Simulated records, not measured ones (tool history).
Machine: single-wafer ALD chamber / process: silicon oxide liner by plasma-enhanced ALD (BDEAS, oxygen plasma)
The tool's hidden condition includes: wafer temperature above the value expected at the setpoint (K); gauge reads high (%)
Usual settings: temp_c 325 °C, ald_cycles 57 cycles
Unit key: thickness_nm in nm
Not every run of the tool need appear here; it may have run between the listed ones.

| run | hour | temp_c | ald_cycles | wafers since the last listed run | hours since the last thermocouple change | hours since the gauge calibration | read-back reference wafer on the same gauge, thickness_nm | thickness_nm |
|---|---|---|---|---|---|---|---|---|
| 1 | 0 | 325 | 57 | 0 | 1188.8 | 535.3 | 5.457 | 5.178 |
| 2 | 35.6 | 325 | 57 | 220 | 1224.4 | 570.9 | 5.442 | 5.138 |
| 3 | 51.8 | 325 | 57 | 100 | 1240.6 | 587.1 | 5.447 | 5.141 |
| 4 | 69.9 | 325 | 57 | 112 | 1258.7 | 605.2 | 5.446 | 5.14 |
| 5 | 153 | 325 | 57 | 515 | 1341.8 | 688.3 | 5.428 | 5.099 |
| 6 | 166.6 | 325 | 57 | 84 | 1355.4 | 701.9 | 5.417 | 5.118 |
| 7 | 196.6 | 325 | 50 | 185 | 1385.4 | 731.9 | 5.407 | 4.489 |
| 8 | 224.3 | 325 | 50 | 171 | 1413.1 | 759.6 | 5.409 | 4.484 |
| 9 | 255.1 | 325 | 50 | 190 | 1443.9 | 790.4 | 5.404 | 4.494 |
| 10 | 290.7 | 336 | 57 | 220 | 1479.5 | 826 | 5.39 | 5.062 |
| 11 | 321.9 | 336 | 57 | 193 | 1510.7 | 857.2 | 5.385 | 5.013 |
|  | 386.1 | gauge calibrated |
| 12 | 388.1 | 325 | 57 | 410 | 1576.9 | 2 | 5.507 | 5.248 |
| 13 | 409.3 | 325 | 61 | 131 | 1598.1 | 23.2 | 5.507 | 5.544 |
| 14 | 445.1 | 325 | 61 | 221 | 1633.9 | 59 | 5.509 | 5.537 |
| 15 | 466.7 | 325 | 50 | 133 | 1655.5 | 80.6 | 5.501 | 4.577 |
| 16 | 480 | 325 | 57 | 82 | 1668.8 | 93.9 | 5.491 | 5.206 |
| 17 | 504.2 | 333 | 57 | 150 | 1693 | 118.1 | 5.505 | 5.111 |
| 18 | 537.8 | 325 | 57 | 208 | 1726.6 | 151.7 | 5.501 | 5.174 |
| 19 | 559.3 | 325 | 46 | 133 | 1748.1 | 173.2 | 5.489 | 4.206 |
| 20 | 587.6 | 339 | 68 | 175 | 1776.4 | 201.5 | 5.503 | 6.095 |
|  | 597.3 | thermocouple changed; heater temperature recalibrated |
| 21 | 609.6 | 337 | 68 | 86 | 12.3 | 223.5 | 5.488 | 6.103 |
| 22 | 675.5 | 320 | 49 | 408 | 78.2 | 289.4 | 5.482 | 4.503 |
| 23 | 695 | 325 | 57 | 120 | 97.7 | 308.9 | 5.478 | 5.195 |
| 24 | 707.4 | 330 | 68 | 76 | 110.1 | 321.3 | 5.49 | 6.137 |
| 25 | 736.8 | 325 | 57 | 182 | 139.5 | 350.7 | 5.477 | 5.151 |
| 26 | 756.4 | 325 | 57 | 121 | 159.1 | 370.3 | 5.472 | 5.18 |
| 27 | 786.5 | 318 | 48 | 186 | 189.2 | 400.4 | 5.475 | 4.389 |
| 28 | 821.2 | 325 | 68 | 215 | 223.9 | 435.1 | 5.482 | 6.176 |
| 29 | 846.4 | 315 | 64 | 156 | 249.1 | 460.3 | 5.47 | 5.909 |

Predict each of these 4 candidate next runs independently; none follows another, all start after run 29:
| A | 846.9 | 325 | 57 | 3 | 249.6 | 460.8 | ? | ? |
| B | 846.9 | 318 | 62 | 3 | 249.6 | 460.8 | ? | ? |
| C | 846.9 | 330 | 65 | 3 | 249.6 | 460.8 | ? | ? |
| D | 846.9 | 311 | 47 | 3 | 249.6 | 460.8 | ? | ? |

| run | read-back reference wafer on the same gauge, thickness_nm | thickness_nm |
|---|---|---|
| A | 5.48 | 5.183 |
| B | 5.48 | 5.688 |
| C | 5.48 | 5.873 |
| D | 5.48 | 4.35 |
Had the tool no hidden state, the same runs would have come out as:
| run | thickness_nm |
|---|---|
| A | 5.194 |
| B | 5.7 |
| C | 5.885 |
| D | 4.359 |

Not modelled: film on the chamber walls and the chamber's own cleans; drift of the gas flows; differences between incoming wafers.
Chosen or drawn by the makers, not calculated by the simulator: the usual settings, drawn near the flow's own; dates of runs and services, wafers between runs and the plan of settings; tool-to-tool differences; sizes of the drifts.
